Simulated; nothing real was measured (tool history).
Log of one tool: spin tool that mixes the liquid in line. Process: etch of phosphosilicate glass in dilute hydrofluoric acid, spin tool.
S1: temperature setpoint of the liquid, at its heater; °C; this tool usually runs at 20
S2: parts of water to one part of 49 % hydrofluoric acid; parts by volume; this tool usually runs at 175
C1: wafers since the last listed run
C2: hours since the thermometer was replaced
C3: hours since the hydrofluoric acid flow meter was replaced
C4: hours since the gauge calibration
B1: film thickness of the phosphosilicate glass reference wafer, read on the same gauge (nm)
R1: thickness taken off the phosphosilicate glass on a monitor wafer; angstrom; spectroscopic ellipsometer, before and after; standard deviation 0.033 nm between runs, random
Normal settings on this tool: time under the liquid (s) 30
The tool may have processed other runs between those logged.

run 1 hour=0 | S1=20 S2=175 time_under_the_liquid_(s)=30 | C1=0 C2=693.3 C3=935.6 C4=1203.9 | B1=30.02 | R1=80.2
run 2 hour=80.5 | S1=20 S2=175 time_under_the_liquid_(s)=30 | C1=1475 C2=773.8 C3=1016.1 C4=1284.4 | B1=30.02 | R1=79.5
run 3 hour=119.8 | S1=23.5 S2=240 time_under_the_liquid_(s)=30 | C1=720 C2=813.1 C3=1055.4 C4=1323.7 | B1=30 | R1=61.8
run 4 hour=187 | S1=23.5 S2=240 time_under_the_liquid_(s)=30 | C1=1231 C2=880.3 C3=1122.6 C4=1390.9 | B1=29.99 | R1=61.2
run 5 hour=243.2 | S1=20 S2=175 time_under_the_liquid_(s)=30 | C1=1029 C2=936.5 C3=1178.8 C4=1447.1 | B1=30.03 | R1=78.4
run 6 hour=308.1 | S1=20 S2=175 time_under_the_liquid_(s)=30 | C1=1189 C2=1001.4 C3=1243.7 C4=1512 | B1=30.01 | R1=78.1
run 7 hour=386.1 | S1=17 S2=175 time_under_the_liquid_(s)=30 | C1=1429 C2=1079.4 C3=1321.7 C4=1590 | B1=30.01 | R1=69.7
-- hour=464.3 thermometer replaced
run 8 hour=480.4 | S1=20 S2=200 time_under_the_liquid_(s)=30 | C1=1709 C2=16.1 C3=1416 C4=1684.3 | B1=29.99 | R1=68.7
run 9 hour=557.7 | S1=20 S2=200 time_under_the_liquid_(s)=30 | C1=1416 C2=93.4 C3=1493.3 C4=1761.6 | B1=29.99 | R1=67.8
run 10 hour=660.7 | S1=18.5 S2=175 time_under_the_liquid_(s)=30 | C1=1887 C2=196.4 C3=1596.3 C4=1864.6 | B1=30.02 | R1=75
run 11 hour=732.3 | S1=18.5 S2=175 time_under_the_liquid_(s)=30 | C1=1312 C2=268 C3=1667.9 C4=1936.2 | B1=29.99 | R1=74.9
run 12 hour=796.5 | S1=23.5 S2=120 time_under_the_liquid_(s)=25 | C1=1176 C2=332.2 C3=1732.1 C4=2000.4 | B1=30.01 | R1=117
run 13 hour=845.4 | S1=21.5 S2=130 time_under_the_liquid_(s)=30 | C1=896 C2=381.1 C3=1781 C4=2049.3 | B1=30 | R1=117.9
-- hour=856.4 hydrofluoric acid flow meter replaced
run 14 hour=959.6 | S1=20 S2=145 time_under_the_liquid_(s)=30 | C1=2074 C2=495.3 C3=103.2 C4=2163.5 | B1=29.99 | R1=101.3
run 15 hour=996.5 | S1=20 S2=175 time_under_the_liquid_(s)=30 | C1=676 C2=532.2 C3=140.1 C4=2200.4 | B1=29.97 | R1=81.6
run 16 hour=1097.7 | S1=17 S2=175 time_under_the_liquid_(s)=45 | C1=1854 C2=633.4 C3=241.3 C4=2301.6 | B1=29.99 | R1=106.8
run 17 hour=1187.5 | S1=20 S2=175 time_under_the_liquid_(s)=30 | C1=1645 C2=723.2 C3=331.1 C4=2391.4 | B1=30 | R1=80.6
run 18 hour=1295.5 | S1=18.5 S2=175 time_under_the_liquid_(s)=30 | C1=1979 C2=831.2 C3=439.1 C4=2499.4 | B1=30 | R1=75.3
-- hour=1382.4 thermometer replaced
run 19 hour=1391.4 | S1=17 S2=245 time_under_the_liquid_(s)=20 | C1=1739 C2=9 C3=535 C4=2595.3 | B1=30.01 | R1=32.6
-- hour=1416.1 gauge calibrated
run 20 hour=1448.4 | S1=20 S2=175 time_under_the_liquid_(s)=30 | C1=1044 C2=66 C3=592 C4=32.3 | B1=30.02 | R1=82.4
run 21 hour=1522 | S1=17 S2=245 time_under_the_liquid_(s)=15 | C1=1348 C2=139.6 C3=665.6 C4=105.9 | B1=30.01 | R1=24.2
run 22 hour=1559.8 | S1=18.5 S2=125 time_under_the_liquid_(s)=15 | C1=692 C2=177.4 C3=703.4 C4=143.7 | B1=30.01 | R1=56.6
run 23 hour=1655.8 | S1=24.5 S2=175 time_under_the_liquid_(s)=30 | C1=1759 C2=273.4 C3=799.4 C4=239.7 | B1=30.01 | R1=96.1
run 24 hour=1754.6 | S1=24.5 S2=115 time_under_the_liquid_(s)=20 | C1=1810 C2=372.2 C3=898.2 C4=338.5 | B1=30.01 | R1=104.6
run 25 hour=1828.8 | S1=22 S2=135 time_under_the_liquid_(s)=40 | C1=1359 C2=446.4 C3=972.4 C4=412.7 | B1=29.97 | R1=157.3
run 26 hour=1899.6 | S1=24 S2=245 time_under_the_liquid_(s)=30 | C1=1297 C2=517.2 C3=1043.2 C4=483.5 | B1=30.01 | R1=62.3
run 27 hour=2000.8 | S1=22.5 S2=175 time_under_the_liquid_(s)=40 | C1=1854 C2=618.4 C3=1144.4 C4=584.7 | B1=30 | R1=117.1
run 28 hour=2046.9 | S1=20 S2=110 time_under_the_liquid_(s)=45 | C1=844 C2=664.5 C3=1190.5 C4=630.8 | B1=30 | R1=203.6
run 29 hour=2131 | S1=20 S2=175 time_under_the_liquid_(s)=15 | C1=1541 C2=748.6 C3=1274.6 C4=714.9 | B1=30.01 | R1=39.7
run 30 hour=2188.9 | S1=22.5 S2=220 time_under_the_liquid_(s)=30 | C1=1061 C2=806.5 C3=1332.5 C4=772.8 | B1=30.01 | R1=66.1
run 31 hour=2235.5 | S1=17 S2=245 time_under_the_liquid_(s)=15 | C1=853 C2=853.1 C3=1379.1 C4=819.4 | B1=29.99 | R1=23.4

5 ways to go on from here, each from the tool as it stands after run 31. What would each give?
run A hour=2235.9 | S1=20 S2=100 time_under_the_liquid_(s)=30 | C1=7 C2=853.5 C3=1379.5 C4=819.8 | B1=? | R1=?
run B hour=2235.9 | S1=17 S2=115 time_under_the_liquid_(s)=45 | C1=7 C2=853.5 C3=1379.5 C4=819.8 | B1=? | R1=?
run C hour=2235.9 | S1=20 S2=205 time_under_the_liquid_(s)=30 | C1=7 C2=853.5 C3=1379.5 C4=819.8 | B1=? | R1=?
run D hour=2235.9 | S1=21.5 S2=245 time_under_the_liquid_(s)=40 | C1=7 C2=853.5 C3=1379.5 C4=819.8 | B1=? | R1=?
run E hour=2235.9 | S1=20 S2=135 time_under_the_liquid_(s)=30 | C1=7 C2=853.5 C3=1379.5 C4=819.8 | B1=? | R1=?

run=A B1=30.01 R1=148.1
run=B B1=30.01 R1=167.8
run=C B1=30.01 R1=64.8
run=D B1=30.01 R1=73.6
run=E B1=30.01 R1=105.6
What these runs would have given with no unlogged condition in the tool:
run=A R1=155.3
run=B R1=176
run=C R1=67.9
run=D R1=77.1
run=E R1=110.7

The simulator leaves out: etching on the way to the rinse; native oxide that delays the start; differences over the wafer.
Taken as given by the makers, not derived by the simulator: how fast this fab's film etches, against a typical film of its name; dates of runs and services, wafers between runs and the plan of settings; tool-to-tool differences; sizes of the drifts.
